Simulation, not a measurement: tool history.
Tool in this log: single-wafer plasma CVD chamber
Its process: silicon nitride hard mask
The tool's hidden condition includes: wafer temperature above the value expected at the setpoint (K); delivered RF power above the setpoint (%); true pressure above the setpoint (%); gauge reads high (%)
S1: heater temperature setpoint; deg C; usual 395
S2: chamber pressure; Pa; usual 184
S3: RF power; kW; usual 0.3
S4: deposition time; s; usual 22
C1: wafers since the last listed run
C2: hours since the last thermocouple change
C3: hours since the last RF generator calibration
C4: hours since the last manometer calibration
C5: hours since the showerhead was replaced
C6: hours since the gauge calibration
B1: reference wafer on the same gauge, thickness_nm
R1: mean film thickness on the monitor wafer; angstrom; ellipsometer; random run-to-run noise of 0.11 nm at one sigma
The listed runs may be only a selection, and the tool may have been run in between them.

run 1 day=0 | S1=395 S2=184 S3=0.3 S4=20 | C1=0 C2=1483.3 C3=1245 C4=1966.9 C5=2829.3 C6=29.9 | B1=24.945 | R1=243.01
run 2 day=2.217 | S1=395 S2=184 S3=0.255 S4=22 | C1=1217 C2=1536.5 C3=1298.2 C4=2020.1 C5=2882.5 C6=83.1 | B1=24.922 | R1=230.77
run 3 day=3.967 | S1=395 S2=184 S3=0.255 S4=22 | C1=961 C2=1578.5 C3=1340.2 C4=2062.1 C5=2924.5 C6=125.1 | B1=24.892 | R1=230.58
run 4 day=5.4 | S1=395 S2=184 S3=0.255 S4=22 | C1=787 C2=1612.9 C3=1374.6 C4=2096.5 C5=2958.9 C6=159.5 | B1=24.847 | R1=231.11
run 5 day=6.642 | S1=395 S2=184 S3=0.3 S4=20.7 | C1=681 C2=1642.7 C3=1404.4 C4=2126.3 C5=2988.7 C6=189.3 | B1=24.829 | R1=250.71
run 6 day=8.017 | S1=395 S2=184 S3=0.3 S4=20.7 | C1=755 C2=1675.7 C3=1437.4 C4=2159.3 C5=3021.7 C6=222.3 | B1=24.774 | R1=250.1
-- day=8.933 showerhead replaced
-- day=9.383 thermocouple changed; heater temperature recalibrated
run 7 day=9.612 | S1=395 S2=184 S3=0.285 S4=22 | C1=510 C2=5.5 C3=1475.7 C4=2197.6 C5=16.3 C6=260.6 | B1=24.743 | R1=253.27
run 8 day=11.162 | S1=384 S2=229 S3=0.3 S4=22 | C1=851 C2=42.7 C3=1512.9 C4=2234.8 C5=53.5 C6=297.8 | B1=24.669 | R1=279.33
run 9 day=13.992 | S1=385 S2=184 S3=0.28 S4=25.9 | C1=1553 C2=110.6 C3=1580.8 C4=2302.7 C5=121.4 C6=365.7 | B1=24.566 | R1=291.34
-- day=14.538 capacitance manometer re-zeroed and calibrated
-- day=14.783 gauge calibrated
run 10 day=16.158 | S1=409 S2=184 S3=0.32 S4=22 | C1=1006 C2=162.6 C3=1632.8 C4=38.9 C5=173.4 C6=33 | B1=24.875 | R1=279.42
run 11 day=18.45 | S1=403 S2=184 S3=0.3 S4=19.9 | C1=1258 C2=217.6 C3=1687.8 C4=93.9 C5=228.4 C6=88 | B1=24.885 | R1=239.46
-- day=19.221 RF generator calibrated
run 12 day=20.65 | S1=395 S2=184 S3=0.3 S4=22 | C1=1025 C2=270.4 C3=34.3 C4=146.7 C5=281.2 C6=140.8 | B1=24.842 | R1=264.62
run 13 day=22.942 | S1=402 S2=184 S3=0.36 S4=22 | C1=1258 C2=325.4 C3=89.3 C4=201.7 C5=336.2 C6=195.8 | B1=24.78 | R1=305.09
run 14 day=25.867 | S1=408 S2=209 S3=0.34 S4=24.7 | C1=1606 C2=395.6 C3=159.5 C4=271.9 C5=406.4 C6=266 | B1=24.715 | R1=335.95

Forecast each of these 3 alternatives for the next run:
run A day=25.883 | S1=395 S2=184 S3=0.3 S4=22 | C1=9 C2=396 C3=159.9 C4=272.3 C5=406.8 C6=266.4 | B1=? | R1=?
run B day=25.883 | S1=388 S2=184 S3=0.3 S4=22 | C1=9 C2=396 C3=159.9 C4=272.3 C5=406.8 C6=266.4 | B1=? | R1=?
run C day=25.883 | S1=406 S2=184 S3=0.335 S4=22 | C1=9 C2=396 C3=159.9 C4=272.3 C5=406.8 C6=266.4 | B1=? | R1=?

run=A B1=24.662 R1=265.71
run=B B1=24.662 R1=266.48
run=C B1=24.662 R1=288.8
Stripped of hidden state, with their random variation kept, the same runs would have yielded:
run=A R1=268.02
run=B R1=268.79
run=C R1=291.31
